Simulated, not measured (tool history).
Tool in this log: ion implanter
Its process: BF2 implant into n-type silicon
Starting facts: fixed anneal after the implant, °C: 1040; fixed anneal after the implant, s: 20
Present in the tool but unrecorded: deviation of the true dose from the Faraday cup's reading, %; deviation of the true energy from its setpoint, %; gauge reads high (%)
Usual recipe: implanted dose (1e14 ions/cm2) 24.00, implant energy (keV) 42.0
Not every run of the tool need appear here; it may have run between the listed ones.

run   hour  implanted dose (1e14 ions/cm2)  implant energy (keV)  wafers since the last listed run  hours since the last dose calibration  hours since the extraction supply was calibrated  hours since the gauge calibration  read-back reference wafer on the same gauge, sheet resistance  sheet resistance of the implanted and annealed layer (ohm/square)
  1    0.0                           24.00                  42.0                                 0                                 1655.3                                            5583.6                              212.9                                                          89.13                                                              85.71
  2    8.7                           24.00                  42.0                               135                                 1664.0                                            5592.3                              221.6                                                          89.11                                                              85.85
      20.1  -- gauge calibrated
  3   20.6                           24.00                  42.0                               185                                 1675.9                                            5604.2                                0.5                                                          89.10                                                              85.86
  4   35.1                           24.00                  42.0                               225                                 1690.4                                            5618.7                               15.0                                                          89.07                                                              85.82
  5   41.5                           24.00                  42.0                                99                                 1696.8                                            5625.1                               21.4                                                          89.09                                                              85.73
  6   48.0                           24.00                  33.0                               101                                 1703.3                                            5631.6                               27.9                                                          89.13                                                              95.64
  7   61.0                           19.68                  42.0                               202                                 1716.3                                            5644.6                               40.9                                                          89.09                                                              89.15
  8   73.5                           27.67                  42.0                               194                                 1728.8                                            5657.1                               53.4                                                          89.16                                                              84.38
  9   91.3                           22.55                  42.0                               277                                 1746.6                                            5674.9                               71.2                                                          89.12                                                              86.87
 10  108.8                           22.55                  42.0                               272                                 1764.1                                            5692.4                               88.7                                                          89.10                                                              86.74
     120.7  -- Faraday cup replaced and dose calibrated
 11  121.2                           22.55                  42.0                                68                                    0.5                                            5704.8                              101.1                                                          89.03                                                              86.53
 12  122.7                           26.22                  42.0                                23                                    2.0                                            5706.3                              102.6                                                          89.07                                                              85.05
 13  166.0                           26.22                  42.0                               674                                   45.3                                            5749.6                              145.9                                                          89.07                                                              84.63
 14  175.2                           21.63                  50.0                               143                                   54.5                                            5758.8                              155.1                                                          89.15                                                              81.05
 15  187.4                           21.63                  50.0                               190                                   66.7                                            5771.0                              167.3                                                          89.10                                                              81.11
 16  194.5                           26.71                  55.5                               110                                   73.8                                            5778.1                              174.4                                                          89.10                                                              73.23
     210.1  -- extraction supply calibrated
 17  210.6                           28.60                  55.0                               126                                   89.9                                               0.5                              190.5                                                          89.05                                                              72.90
 18  211.0                           27.83                  42.0                                 6                                   90.3                                               0.9                              190.9                                                          89.13                                                              84.00
 19  258.3                           30.63                  42.0                               736                                  137.6                                              48.2                              238.2                                                          89.08                                                              83.24
 20  264.9                           24.00                  42.0                               102                                  144.2                                              54.8                              244.8                                                          89.13                                                              85.88
 21  277.7                           24.00                  42.0                               199                                  157.0                                              67.6                              257.6                                                          89.11                                                              85.65
 22  287.3                           20.13                  42.0                               149                                  166.6                                              77.2                              267.2                                                          89.08                                                              88.71
     288.2  -- gauge calibrated
 23  294.3                           17.14                  30.5                               109                                  173.6                                              84.2                                6.1                                                          89.09                                                             104.46
 24  302.6                           24.00                  45.5                               129                                  181.9                                              92.5                               14.4                                                          89.12                                                              82.81
 25  319.1                           19.46                  42.0                               256                                  198.4                                             109.0                               30.9                                                          89.13                                                              89.59
 26  327.6                           27.99                  50.5                               132                                  206.9                                             117.5                               39.4                                                          89.09                                                              76.52
 27  342.3                           24.00                  56.5                               228                                  221.6                                             132.2                               54.1                                                          89.10                                                              74.42
 28  349.6                           18.70                  49.0                               113                                  228.9                                             139.5                               61.4                                                          89.10                                                              85.12
 29  362.9                           24.00                  42.0                               207                                  242.2                                             152.8                               74.7                                                          89.11                                                              85.71
 30  372.3                           20.13                  42.0                               146                                  251.6                                             162.2                               84.1                                                          89.10                                                              88.80
 31  384.3                           28.07                  28.5                               186                                  263.6                                             174.2                               96.1                                                          89.12                                                              99.86

Give the tool's hidden conditions for every run:
deviation of the true dose from the Faraday cup's reading, %: 0 on each run
deviation of the true energy from its setpoint, %: 0 on each run
gauge reads high (%): 0 on each run

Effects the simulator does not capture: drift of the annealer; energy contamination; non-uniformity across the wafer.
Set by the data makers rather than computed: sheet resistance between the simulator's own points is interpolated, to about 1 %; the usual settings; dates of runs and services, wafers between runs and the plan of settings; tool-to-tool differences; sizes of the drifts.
